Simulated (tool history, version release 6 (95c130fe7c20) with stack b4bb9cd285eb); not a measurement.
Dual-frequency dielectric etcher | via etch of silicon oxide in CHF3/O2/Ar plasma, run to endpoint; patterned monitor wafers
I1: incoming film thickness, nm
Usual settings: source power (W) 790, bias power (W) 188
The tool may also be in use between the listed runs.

Run 1, day 0: usual settings but bias power (W) 219; I1 599.4. Result: endpoint time (s) 241.8.
Run 2, day 0.812: usual settings but bias power (W) 219; I1 605.5. Result: endpoint time (s) 248.5.
At day 2.079: upper electrode replaced.
Run 3, day 2.1: usual settings; I1 605.5. Result: endpoint time (s) 257.9.
Run 4, day 3.542: usual settings; I1 597.5. Result: endpoint time (s) 254.1.
Run 5, day 4.646: usual settings but source power (W) 940; I1 606.7. Result: endpoint time (s) 234.3.
Run 6, day 5.658: usual settings but source power (W) 940; I1 602.7. Result: endpoint time (s) 233.4.
At day 6.292: source power generator calibrated.
Run 7, day 6.35: usual settings; I1 605.4. Result: endpoint time (s) 255.9.
Run 8, day 7.458: usual settings but bias power (W) 162; I1 595.7. Result: endpoint time (s) 259.2.
Run 9, day 8.058: usual settings but bias power (W) 162; I1 604.1. Result: endpoint time (s) 263.5.
Run 10, day 8.967: usual settings; I1 605.6. Result: endpoint time (s) 256.
Run 11, day 9.838: usual settings; I1 606.3. Result: endpoint time (s) 251.9.
Run 12, day 10.354: usual settings but source power (W) 990; I1 608.2. Result: endpoint time (s) 225.8.
Run 13, day 11.538: usual settings; I1 603. Result: endpoint time (s) 249.2.
Run 14, day 12.35: usual settings but bias power (W) 210; I1 600.3. Result: endpoint time (s) 244.8.
At day 12.533: bias power generator calibrated.
Run 15, day 13.158: usual settings but source power (W) 850, bias power (W) 224; I1 600.2. Result: endpoint time (s) 230.5.
Run 16, day 13.892: usual settings but bias power (W) 161; I1 593.8. Result: endpoint time (s) 251.5.
Run 17, day 15.15: usual settings but source power (W) 930; I1 607.1. Result: endpoint time (s) 229.8.
Run 18, day 16.512: usual settings but source power (W) 980, bias power (W) 219; I1 601.3. Result: endpoint time (s) 210.8.
At day 18.392: wet clean of the chamber.
Run 19, day 18.412: usual settings but source power (W) 660; I1 597. Result: endpoint time (s) 287.6.
Run 20, day 18.429: usual settings but source power (W) 630, bias power (W) 221; I1 603.1. Result: endpoint time (s) 281.4.
Run 21, day 19.329: usual settings but bias power (W) 233; I1 595. Result: endpoint time (s) 243.
Run 22, day 20.204: usual settings but source power (W) 660, bias power (W) 235; I1 601.5. Result: endpoint time (s) 267.2.
Run 23, day 21.529: usual settings but source power (W) 900; I1 607.2. Result: endpoint time (s) 243.4.
Run 24, day 22.762: usual settings but bias power (W) 227; I1 602.1. Result: endpoint time (s) 245.2.
Run 25, day 23.542: usual settings; I1 605.6. Result: endpoint time (s) 256.
Run 26, day 24.954: usual settings; I1 607.8. Result: endpoint time (s) 258.5.
Run 27, day 26.154: usual settings but source power (W) 680, bias power (W) 225; I1 603. Result: endpoint time (s) 261.6.
Run 28, day 27.258: usual settings but source power (W) 900, bias power (W) 141; I1 599.6. Result: endpoint time (s) 249.5.
Run 29, day 28.312: usual settings but source power (W) 690, bias power (W) 226; I1 607.3. Result: endpoint time (s) 259.7.
Run 30, day 29.05: usual settings but source power (W) 640, bias power (W) 211; I1 601.3. Result: endpoint time (s) 273.4.
Run 31, day 29.921: usual settings but source power (W) 700, bias power (W) 157; I1 604.7. Result: endpoint time (s) 283.3.
Run 32, day 31.242: usual settings; I1 605.7. Result: endpoint time (s) 251.1.
Run 33, day 32.046: usual settings; I1 602.2. Result: endpoint time (s) 251.7.
Run 34, day 33.358: usual settings but source power (W) 980, bias power (W) 219; I1 607.6. Result: endpoint time (s) 218.6.

Measured less the same run without the tool's hidden state. The same run-to-run variation is in both; the gauge's scatter may not be:
The hidden state here: etch rate over this chamber's usual, %; source power that arrives over what is set, %; bias power that arrives over what is set, %.
run  endpoint time (s)
  1               -0.2
  2               -0.6
  3               -1.6
  4               -2.4
  5               -2.9
  6               -3.4
  7               -4.2
  8               -4.9
  9               -5.5
 10               -5.8
 11               -6.3
 12                 -6
 13               -7.3
 14               -7.6
 15               -7.7
 16               -8.9
 17               -8.8
 18               -8.9
 19               +2.1
 20               +2.1
 21               +1.3
 22               +0.8
 23               -0.1
 24               -0.9
 25               -1.4
 26               -2.3
 27               -3.1
 28               -3.7
 29               -4.5
 30               -5.2
 31               -6.1
 32               -6.2
 33               -6.7
 34               -6.6

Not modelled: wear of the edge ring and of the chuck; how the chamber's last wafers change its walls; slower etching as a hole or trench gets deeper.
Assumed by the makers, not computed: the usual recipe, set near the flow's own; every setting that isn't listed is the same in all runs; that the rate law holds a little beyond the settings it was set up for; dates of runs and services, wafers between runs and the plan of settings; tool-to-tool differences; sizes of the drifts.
